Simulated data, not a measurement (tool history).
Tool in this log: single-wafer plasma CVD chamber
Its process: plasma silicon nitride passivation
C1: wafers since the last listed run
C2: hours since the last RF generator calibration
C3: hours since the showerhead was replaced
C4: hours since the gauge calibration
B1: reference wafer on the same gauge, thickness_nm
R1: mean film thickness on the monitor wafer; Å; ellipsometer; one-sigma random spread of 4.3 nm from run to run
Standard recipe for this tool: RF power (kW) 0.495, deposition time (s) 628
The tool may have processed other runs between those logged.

Run 1, hour 0.0: usual settings; C1 0; C2 1338.7; C3 2516.1; C4 272.6; B1 821.983. Result: R1 8648.60 Å.
Run 2, hour 18.6: usual settings; C1 51; C2 1357.3; C3 2534.7; C4 291.2; B1 823.031. Result: R1 8568.40 Å.
Run 3, hour 37.5: usual settings; C1 51; C2 1376.2; C3 2553.6; C4 310.1; B1 822.746. Result: R1 8588.67 Å.
Run 4, hour 61.8: usual settings; C1 66; C2 1400.5; C3 2577.9; C4 334.4; B1 821.987. Result: R1 8499.30 Å.
Run 5, hour 125.2: usual settings; C1 173; C2 1463.9; C3 2641.3; C4 397.8; B1 822.561. Result: R1 8549.53 Å.
Run 6, hour 149.7: usual settings; C1 67; C2 1488.4; C3 2665.8; C4 422.3; B1 824.439. Result: R1 8607.08 Å.
Run 7, hour 162.1: usual settings but deposition time (s) 664; C1 34; C2 1500.8; C3 2678.2; C4 434.7; B1 822.529. Result: R1 9063.29 Å.
At hour 171.2: RF generator calibrated.
Run 8, hour 197.4: usual settings; C1 74; C2 26.2; C3 2713.5; C4 470.0; B1 823.896. Result: R1 8607.83 Å.
Run 9, hour 215.9: usual settings; C1 50; C2 44.7; C3 2732.0; C4 488.5; B1 823.449. Result: R1 8535.60 Å.
At hour 234.8: gauge calibrated.
Run 10, hour 240.1: usual settings but RF power (kW) 0.555, deposition time (s) 680; C1 66; C2 68.9; C3 2756.2; C4 5.3; B1 824.574. Result: R1 9437.72 Å.
Run 11, hour 260.4: usual settings but RF power (kW) 0.545, deposition time (s) 582; C1 55; C2 89.2; C3 2776.5; C4 25.6; B1 823.803. Result: R1 8117.60 Å.
Run 12, hour 272.9: usual settings but RF power (kW) 0.415; C1 34; C2 101.7; C3 2789.0; C4 38.1; B1 821.087. Result: R1 8348.09 Å.
Run 13, hour 292.5: usual settings but RF power (kW) 0.560, deposition time (s) 687; C1 53; C2 121.3; C3 2808.6; C4 57.7; B1 824.885. Result: R1 9609.91 Å.
At hour 302.1: showerhead replaced.
Run 14, hour 320.9: usual settings; C1 55; C2 149.7; C3 18.8; C4 86.1; B1 822.564. Result: R1 8571.63 Å.
Run 15, hour 354.5: usual settings but RF power (kW) 0.430; C1 92; C2 183.3; C3 52.4; C4 119.7; B1 822.873. Result: R1 8428.97 Å.
Run 16, hour 458.7: usual settings but deposition time (s) 527; C1 285; C2 287.5; C3 156.6; C4 223.9; B1 824.069. Result: R1 7198.18 Å.
Run 17, hour 494.6: usual settings but RF power (kW) 0.405, deposition time (s) 520; C1 98; C2 323.4; C3 192.5; C4 259.8; B1 823.710. Result: R1 6846.16 Å.
Run 18, hour 514.2: usual settings; C1 53; C2 343.0; C3 212.1; C4 279.4; B1 822.481. Result: R1 8556.34 Å.

Forecast each of these 5 alternatives for the next run:
Run A, hour 514.8: usual settings but deposition time (s) 720; C1 1; C2 343.6; C3 212.7; C4 280.0; B1 ?. Result: R1 ?.
Run B, hour 514.8: usual settings but RF power (kW) 0.585, deposition time (s) 672; C1 1; C2 343.6; C3 212.7; C4 280.0; B1 ?. Result: R1 ?.
Run C, hour 514.8: usual settings but RF power (kW) 0.470; C1 1; C2 343.6; C3 212.7; C4 280.0; B1 ?. Result: R1 ?.
Run D, hour 514.8: usual settings but deposition time (s) 589; C1 1; C2 343.6; C3 212.7; C4 280.0; B1 ?. Result: R1 ?.
Run E, hour 514.8: usual settings but RF power (kW) 0.590, deposition time (s) 560; C1 1; C2 343.6; C3 212.7; C4 280.0; B1 ?. Result: R1 ?.

run       B1       R1
  A  822.815  9820.81
  B  822.815  9451.58
  C  822.815  8488.26
  D  822.815  8033.97
  E  822.815  7889.05
What these runs would have given with no unlogged condition in the tool:
run       R1
  A  9820.81
  B  9451.58
  C  8488.26
  D  8033.97
  E  7889.05

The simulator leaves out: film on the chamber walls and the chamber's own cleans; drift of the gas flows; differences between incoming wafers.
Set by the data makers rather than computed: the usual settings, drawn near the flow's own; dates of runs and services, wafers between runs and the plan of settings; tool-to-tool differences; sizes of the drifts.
